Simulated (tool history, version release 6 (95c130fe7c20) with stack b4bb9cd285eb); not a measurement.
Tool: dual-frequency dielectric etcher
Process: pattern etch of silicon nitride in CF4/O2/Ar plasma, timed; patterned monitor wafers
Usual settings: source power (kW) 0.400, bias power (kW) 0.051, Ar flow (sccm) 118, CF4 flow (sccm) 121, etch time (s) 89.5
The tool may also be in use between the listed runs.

| run | day | source power (kW) | bias power (kW) | Ar flow (sccm) | CF4 flow (sccm) | etch time (s) | wafers since the last listed run | hours since the last wet clean | hours since the last source power generator calibration | hours since the last bias power generator calibration | hours since the last Ar flow controller change | hours since the last CF4 flow controller change | hours since the last upper electrode change | hours since the gauge calibration | read-back reference wafer on the same gauge, depth_nm | mean etch depth across the wafer (nm) |
|---|---|---|---|---|---|---|---|---|---|---|---|---|---|---|---|---|
| 1 | 0.000 | 0.400 | 0.051 | 118 | 121 | 89.5 | 0 | 390.4 | 1058.7 | 3807.4 | 2996.8 | 3722.6 | 2156.7 | 33.5 | 140.0 | 141.8 |
| 2 | 1.446 | 0.400 | 0.051 | 118 | 121 | 89.5 | 427 | 425.1 | 1093.4 | 3842.1 | 3031.5 | 3757.3 | 2191.4 | 68.2 | 139.9 | 141.1 |
|  | 2.025 | bias power generator calibrated |
| 3 | 2.704 | 0.400 | 0.051 | 118 | 121 | 89.5 | 322 | 455.3 | 1123.6 | 16.3 | 3061.7 | 3787.5 | 2221.6 | 98.4 | 140.0 | 141.9 |
| 4 | 3.875 | 0.400 | 0.051 | 118 | 121 | 89.5 | 346 | 483.4 | 1151.7 | 44.4 | 3089.8 | 3815.6 | 2249.7 | 126.5 | 139.9 | 141.7 |
|  | 5.954 | wet clean of the chamber |
| 5 | 5.975 | 0.450 | 0.051 | 146 | 121 | 89.5 | 325 | 0.5 | 1202.1 | 94.8 | 3140.2 | 3866.0 | 2300.1 | 176.9 | 139.9 | 152.4 |
| 6 | 5.988 | 0.400 | 0.051 | 118 | 121 | 89.5 | 3 | 0.8 | 1202.4 | 95.1 | 3140.5 | 3866.3 | 2300.4 | 177.2 | 140.2 | 139.2 |
| 7 | 6.729 | 0.400 | 0.051 | 118 | 132 | 75.0 | 219 | 18.6 | 1220.2 | 112.9 | 3158.3 | 3884.1 | 2318.2 | 195.0 | 140.0 | 117.4 |
| 8 | 7.292 | 0.400 | 0.040 | 118 | 140 | 89.5 | 166 | 32.1 | 1233.7 | 126.4 | 3171.8 | 3897.6 | 2331.7 | 208.5 | 140.2 | 123.8 |
| 9 | 8.112 | 0.400 | 0.051 | 118 | 121 | 89.5 | 242 | 51.8 | 1253.4 | 146.1 | 3191.5 | 3917.3 | 2351.4 | 228.2 | 139.9 | 139.6 |
|  | 8.954 | Ar flow controller replaced |
| 10 | 8.975 | 0.400 | 0.051 | 118 | 121 | 89.5 | 181 | 72.5 | 1274.1 | 166.8 | 0.5 | 3938.0 | 2372.1 | 248.9 | 139.9 | 139.6 |
| 11 | 10.025 | 0.340 | 0.040 | 118 | 121 | 89.5 | 310 | 97.7 | 1299.3 | 192.0 | 25.7 | 3963.2 | 2397.3 | 274.1 | 140.2 | 104.3 |
| 12 | 11.158 | 0.490 | 0.051 | 118 | 121 | 108.0 | 335 | 124.9 | 1326.5 | 219.2 | 52.9 | 3990.4 | 2424.5 | 301.3 | 139.9 | 202.8 |
| 13 | 12.225 | 0.350 | 0.051 | 142 | 121 | 89.5 | 315 | 150.5 | 1352.1 | 244.8 | 78.5 | 4016.0 | 2450.1 | 326.9 | 139.9 | 120.2 |
|  | 12.929 | source power generator calibrated |
|  | 13.246 | CF4 flow controller replaced |
| 14 | 13.346 | 0.320 | 0.059 | 118 | 94 | 80.5 | 208 | 177.4 | 10.0 | 271.7 | 105.4 | 2.4 | 2477.0 | 353.8 | 140.1 | 112.4 |
|  | 14.992 | upper electrode replaced |
| 15 | 15.012 | 0.400 | 0.039 | 97 | 121 | 89.5 | 197 | 217.4 | 50.0 | 311.7 | 145.4 | 42.4 | 0.5 | 393.8 | 140.0 | 130.1 |
| 16 | 15.158 | 0.300 | 0.051 | 145 | 145 | 101.0 | 43 | 220.9 | 53.5 | 315.2 | 148.9 | 45.9 | 4.0 | 397.3 | 139.8 | 123.9 |
| 17 | 17.600 | 0.400 | 0.051 | 118 | 91 | 89.5 | 722 | 279.5 | 112.1 | 373.8 | 207.5 | 104.5 | 62.6 | 455.9 | 140.0 | 143.1 |
| 18 | 19.204 | 0.400 | 0.051 | 118 | 121 | 89.5 | 474 | 318.0 | 150.6 | 412.3 | 246.0 | 143.0 | 101.1 | 494.4 | 140.1 | 145.4 |
| 19 | 19.721 | 0.320 | 0.051 | 118 | 121 | 89.5 | 152 | 330.4 | 163.0 | 424.7 | 258.4 | 155.4 | 113.5 | 506.8 | 140.0 | 117.8 |
| 20 | 20.829 | 0.400 | 0.051 | 132 | 110 | 116.0 | 327 | 357.0 | 189.6 | 451.3 | 285.0 | 182.0 | 140.1 | 533.4 | 139.9 | 185.3 |
| 21 | 21.662 | 0.340 | 0.054 | 118 | 121 | 89.5 | 246 | 377.0 | 209.6 | 471.3 | 305.0 | 202.0 | 160.1 | 553.4 | 140.0 | 129.6 |
| 22 | 22.462 | 0.400 | 0.039 | 118 | 121 | 89.5 | 236 | 396.2 | 228.8 | 490.5 | 324.2 | 221.2 | 179.3 | 572.6 | 139.7 | 126.1 |

Forecast each of these 3 alternatives for the next run:
| A | 22.479 | 0.400 | 0.062 | 118 | 121 | 89.5 | 4 | 396.6 | 229.2 | 490.9 | 324.6 | 221.6 | 179.7 | 573.0 | ? | ? |
| B | 22.479 | 0.400 | 0.051 | 118 | 101 | 89.5 | 4 | 396.6 | 229.2 | 490.9 | 324.6 | 221.6 | 179.7 | 573.0 | ? | ? |
| C | 22.479 | 0.400 | 0.060 | 140 | 142 | 75.0 | 4 | 396.6 | 229.2 | 490.9 | 324.6 | 221.6 | 179.7 | 573.0 | ? | ? |

| run | read-back reference wafer on the same gauge, depth_nm | mean etch depth across the wafer (nm) |
|---|---|---|
| A | 139.8 | 161.7 |
| B | 139.8 | 144.0 |
| C | 139.8 | 132.4 |
Without the tool's hidden state the same runs would have given:
| run | mean etch depth across the wafer (nm) |
|---|---|
| A | 159.7 |
| B | 142.2 |
| C | 130.7 |
